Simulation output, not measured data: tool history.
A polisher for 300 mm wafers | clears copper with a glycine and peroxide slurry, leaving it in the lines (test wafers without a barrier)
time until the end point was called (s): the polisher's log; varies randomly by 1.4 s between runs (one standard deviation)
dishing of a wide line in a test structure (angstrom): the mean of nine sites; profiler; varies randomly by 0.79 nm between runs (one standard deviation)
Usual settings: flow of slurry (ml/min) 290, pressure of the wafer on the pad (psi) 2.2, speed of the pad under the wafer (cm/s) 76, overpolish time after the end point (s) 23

run,hour,flow of slurry (ml/min),pressure of the wafer on the pad (psi),speed of the pad under the wafer (cm/s),overpolish time after the end point (s),wafers since the last listed run,wafers polished on this pad,hours since the slurry nozzle was cleaned,hours since the head pressure was calibrated,"incoming thickness of the incoming film, nm",time until the end point was called (s),dishing of a wide line in a test structure (angstrom)
1,0,290,2.2,76,23,0,1405,115.2,177.7,534,160,495
# hour 29.2: worn pad replaced by a new one
2,44.6,290,2.2,76,23,323,122,159.8,222.3,533.6,159.2,492
3,74.7,290,2.2,76,23,239,362,189.9,252.4,531.6,161.9,499
# hour 153.5: slurry nozzle cleaned
4,179.5,290,2.2,76,23,826,1188,26,357.2,532.2,169.6,467
# hour 208.2: worn pad replaced by a new one
5,249.6,245,2.2,76,23,526,329,96.1,427.3,531.9,176.7,455
6,278.9,245,2.2,76,23,233,562,125.4,456.6,539,180,450
7,316.7,290,2.2,76,23,300,863,163.2,494.4,523.7,171.4,458
# hour 365.9: slurry nozzle cleaned, repeated, since the last time left the tool worse
8,387.3,290,2.2,76,23,553,1417,21.4,565,524.4,157.5,501
# hour 409.8: worn pad replaced by a new one
9,453.2,350,2.2,76,23,492,345,87.3,630.9,533.5,154.4,511
10,508.3,290,2.2,76,23,438,784,142.4,686,540.8,164.5,504
# hour 569.5: worn pad replaced by a new one
11,574.5,290,2.2,76,23,495,39,208.6,752.2,519.7,159.9,510
# hour 584.1: slurry nozzle cleaned
# hour 626.2: head pressure recalibrated
12,632.5,335,2.2,76,23,437,477,48.4,6.3,540.3,161.2,518
13,681.2,260,2.7,98,33,387,865,97.1,55,529.5,118.7,818
14,719.1,290,1.4,76,19,301,1166,135,92.9,530.2,192.4,348
# hour 740.4: worn pad replaced by a new one
15,744.1,345,2.2,62,23,167,29,160,117.9,522.8,180.3,445
16,849.1,290,2.5,98,23,835,865,265,222.9,527.5,125.8,580
# hour 853.2: slurry nozzle cleaned
17,893.4,330,2.5,76,23,344,1210,40.2,267.2,529.5,147.3,530
18,929.4,290,1.7,88,14,286,1496,76.2,303.2,522.6,160.3,309

What the log doesn't show, run by run:
removal rate lost through wear of the pad, %: 0 in every run
deviation of the head's pressure from its setpoint, %: 0 in every run
H1: slurry flow missing at the pad, %
run,H1
1,5.74
2,9.37
3,12.5
4,39
5,41.5
6,43.4
7,46.7
8,0.601
9,2.72
10,6.47
11,13.4
12,0.936
13,3.03
14,5.64
15,7.82
16,21
17,2.05
18,3.3
